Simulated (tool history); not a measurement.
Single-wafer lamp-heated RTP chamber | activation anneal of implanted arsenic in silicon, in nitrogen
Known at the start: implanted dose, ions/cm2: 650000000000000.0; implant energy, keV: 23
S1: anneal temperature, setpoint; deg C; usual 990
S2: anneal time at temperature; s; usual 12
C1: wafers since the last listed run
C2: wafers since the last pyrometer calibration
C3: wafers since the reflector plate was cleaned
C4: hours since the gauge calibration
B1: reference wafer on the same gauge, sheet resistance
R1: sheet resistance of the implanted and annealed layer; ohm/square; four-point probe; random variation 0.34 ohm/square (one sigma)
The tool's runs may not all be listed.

| run | hour | S1 | S2 | C1 | C2 | C3 | C4 | B1 | R1 |
|---|---|---|---|---|---|---|---|---|---|
| 1 | 0 | 990 | 12 | 0 | 1029 | 1739 | 86.9 | 201.92 | 170.45 |
| 2 | 24.1 | 990 | 12 | 366 | 1395 | 2105 | 111 | 202 | 170.67 |
| 3 | 45.3 | 1014 | 15 | 322 | 1718 | 2427 | 132.2 | 202.01 | 165.35 |
| 4 | 61.5 | 990 | 7 | 246 | 1964 | 2674 | 148.4 | 201.92 | 172.97 |
| 5 | 81.9 | 990 | 9 | 310 | 2274 | 2984 | 168.8 | 201.86 | 172.29 |
|  | 103.8 | pyrometer window cleaned and pyrometer calibrated |
| 6 | 104.3 | 990 | 9 | 218 | 7 | 3203 | 191.2 | 202.04 | 173.7 |
| 7 | 133.9 | 990 | 9 | 450 | 457 | 3653 | 220.8 | 202.23 | 172.85 |
| 8 | 163.6 | 990 | 15 | 451 | 908 | 4104 | 250.5 | 201.9 | 169.59 |
| 9 | 187.8 | 990 | 12 | 367 | 1276 | 4472 | 274.7 | 201.96 | 170.34 |
| 10 | 210.9 | 990 | 12 | 351 | 1628 | 4824 | 297.8 | 202.01 | 170.22 |
| 11 | 236.6 | 990 | 12 | 390 | 2018 | 5214 | 323.5 | 201.88 | 170.43 |
| 12 | 263.9 | 990 | 12 | 415 | 2433 | 5629 | 350.8 | 202.15 | 170.52 |
| 13 | 298.1 | 990 | 12 | 519 | 2953 | 6149 | 385 | 201.93 | 170.76 |
|  | 330.7 | pyrometer window cleaned and pyrometer calibrated |
| 14 | 356.3 | 967 | 12 | 763 | 389 | 6913 | 443.2 | 202.02 | 174.62 |
| 15 | 374 | 990 | 12 | 269 | 658 | 7182 | 460.9 | 202.09 | 170.35 |
| 16 | 408.9 | 990 | 12 | 530 | 1189 | 7712 | 495.8 | 202 | 170.68 |
| 17 | 439 | 990 | 12 | 457 | 1646 | 8170 | 525.9 | 201.81 | 169.91 |
| 18 | 461.7 | 990 | 12 | 345 | 1992 | 8515 | 548.6 | 201.96 | 170.26 |
| 19 | 477.8 | 977 | 6 | 244 | 2236 | 8760 | 564.7 | 202.05 | 176.34 |
|  | 504.2 | pyrometer window cleaned and pyrometer calibrated |
| 20 | 504.7 | 990 | 12 | 287 | 7 | 9047 | 591.6 | 202.15 | 171.67 |
| 21 | 536.8 | 972 | 8 | 488 | 495 | 9536 | 623.7 | 201.99 | 175.53 |
| 22 | 634 | 974 | 6 | 1477 | 1973 | 11013 | 720.9 | 201.99 | 176.45 |
|  | 641 | gauge calibrated |
| 23 | 648.6 | 990 | 7 | 221 | 2195 | 11235 | 7.6 | 201.94 | 172.98 |
| 24 | 675 | 990 | 12 | 401 | 2596 | 11637 | 34 | 201.95 | 170.12 |
| 25 | 695 | 973 | 9 | 304 | 2900 | 11941 | 54 | 202.08 | 173.96 |
|  | 717.3 | pyrometer window cleaned and pyrometer calibrated |
|  | 724.9 | reflector plate cleaned |
| 26 | 726.2 | 971 | 18 | 237 | 19 | 19 | 85.2 | 202.03 | 172.28 |
| 27 | 744.1 | 990 | 12 | 272 | 291 | 291 | 103.1 | 201.94 | 171.82 |
| 28 | 756.7 | 990 | 8 | 191 | 483 | 483 | 115.7 | 202.18 | 173.97 |
| 29 | 790.2 | 1019 | 8 | 509 | 992 | 992 | 149.2 | 201.94 | 169.21 |
| 30 | 816.2 | 972 | 7 | 395 | 1387 | 1387 | 175.2 | 201.86 | 176.13 |
| 31 | 833.2 | 990 | 12 | 258 | 1646 | 1646 | 192.2 | 201.96 | 169.85 |
| 32 | 847.5 | 999 | 17 | 217 | 1863 | 1863 | 206.5 | 201.94 | 167.05 |
| 33 | 859.6 | 972 | 18 | 183 | 2047 | 2047 | 218.6 | 202.07 | 169.85 |
|  | 896.2 | pyrometer window cleaned and pyrometer calibrated |
| 34 | 911.3 | 1002 | 10 | 664 | 229 | 2712 | 270.3 | 201.9 | 171.1 |
| 35 | 937.1 | 990 | 14 | 392 | 621 | 3104 | 296.1 | 201.89 | 170.58 |
| 36 | 953.8 | 978 | 17 | 253 | 875 | 3358 | 312.8 | 201.98 | 170.38 |
| 37 | 967.3 | 968 | 19 | 205 | 1080 | 3563 | 326.3 | 202.07 | 170.93 |

Hidden state or all else? Some run-to-run changes of R1, split into what the settings, what came in and random variation would give without the hidden state, and what is left for the hidden state (with any gauge scatter that isn't in both results):
The hidden state here: true wafer temperature minus pyrometer reading, K; wafer temperature error from the tarnished reflector plate, K; gauge reads high (%).
Run 3 -> 4: S1 1014 -> 990, S2 15 -> 7. R1 +7.62 ohm/square: hidden state +0.07, all else +7.55.
Run 5 -> 6: pyrometer window cleaned and pyrometer calibrated. R1 +1.41 ohm/square: hidden state +1.78, all else -0.37.
Run 19 -> 20: S1 977 -> 990, S2 6 -> 12, pyrometer window cleaned and pyrometer calibrated. R1 -4.67 ohm/square: hidden state +1.26, all else -5.93.
Run 25 -> 26: S1 973 -> 971, S2 9 -> 18, pyrometer window cleaned and pyrometer calibrated, reflector plate cleaned. R1 -1.68 ohm/square: hidden state +1.36, all else -3.04.
Run 29 -> 30: S1 1019 -> 972, S2 8 -> 7. R1 +6.92 ohm/square: hidden state +0.06, all else +6.86.
Run 30 -> 31: S1 972 -> 990, S2 7 -> 12. R1 -6.28 ohm/square: hidden state -0.35, all else -5.93.
